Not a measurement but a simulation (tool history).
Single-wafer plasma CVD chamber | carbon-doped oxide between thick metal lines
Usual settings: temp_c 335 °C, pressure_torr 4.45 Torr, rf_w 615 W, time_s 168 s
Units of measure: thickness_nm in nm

run	hour	temp_c	pressure_torr	rf_w	time_s	wafers since the last listed run	hours since the last thermocouple change	hours since the last RF generator calibration	hours since the last manometer calibration	hours since the showerhead was replaced	hours since the gauge calibration	read-back reference wafer on the same gauge, thickness_nm	thickness_nm
1	0	335	4.45	615	180	0	2813.3	784.3	780.5	4408.4	398.3	996.445	971.694
2	13.1	335	4.45	615	180	164	2826.4	797.4	793.6	4421.5	411.4	998.122	967.373
3	25.8	335	4.45	615	180	158	2839.1	810.1	806.3	4434.2	424.1	997.975	964.719
4	61.7	331	4.45	615	168	449	2875	846	842.2	4470.1	460	996.662	907.34
5	74.5	331	4.45	615	168	160	2887.8	858.8	855	4482.9	472.8	997.124	915.754
6	106	335	4.45	570	168	394	2919.3	890.3	886.5	4514.4	504.3	996.533	828.26
7	134.5	335	4.45	615	168	356	2947.8	918.8	915	4542.9	532.8	997.087	898.992
8	147.6	335	5.07	615	168	164	2960.9	931.9	928.1	4556	545.9	996.942	913.52
9	172.8	335	4.45	615	168	315	2986.1	957.1	953.3	4581.2	571.1	997.278	891.259
10	200.2	335	4.45	615	168	343	3013.5	984.5	980.7	4608.6	598.5	997.515	903.546
11	224.9	335	4.45	615	188	309	3038.2	1009.2	1005.4	4633.3	623.2	997.287	1009.406
12	240	347	4.45	615	168	189	3053.3	1024.3	1020.5	4648.4	638.3	997.394	870.469
13	259.2	341	5.25	615	168	240	3072.5	1043.5	1039.7	4667.6	657.5	996.949	897.224
# hour 287.5: gauge calibrated
14	292.4	340	5.46	615	168	415	3105.7	1076.7	1072.9	4700.8	4.9	996.864	913.48
15	322	322	4.45	615	135	370	3135.3	1106.3	1102.5	4730.4	34.5	997.215	745.557
16	350.6	335	3.62	575	168	358	3163.9	1134.9	1131.1	4759	63.1	998.237	808.397
17	369.2	335	4.45	615	168	232	3182.5	1153.5	1149.7	4777.6	81.7	996.739	893.92
# hour 382.5: showerhead replaced
# hour 407.5: RF generator calibrated
18	409	341	4.99	685	179	297	3222.3	1.5	1189.5	26.5	121.5	996.896	1146.603
# hour 417.3: thermocouple changed; heater temperature recalibrated
# hour 446.1: capacitance manometer re-zeroed and calibrated
19	446.6	335	4.45	615	188	270	29.3	39.1	0.5	64.1	159.1	997.705	1079.544
20	462.3	350	3.73	575	145	196	45	54.8	16.2	79.8	174.8	996.078	737.228

Forecast run 21:
21	558.8	335	4.45	615	168	1208	141.5	151.3	112.7	176.3	271.3	?	?

read-back reference wafer on the same gauge, thickness_nm: 995.865
thickness_nm: 953.71 nm
Were there no unlogged condition in the tool, this run, its random variation unchanged, would have produced thickness_nm 980.482 nm.
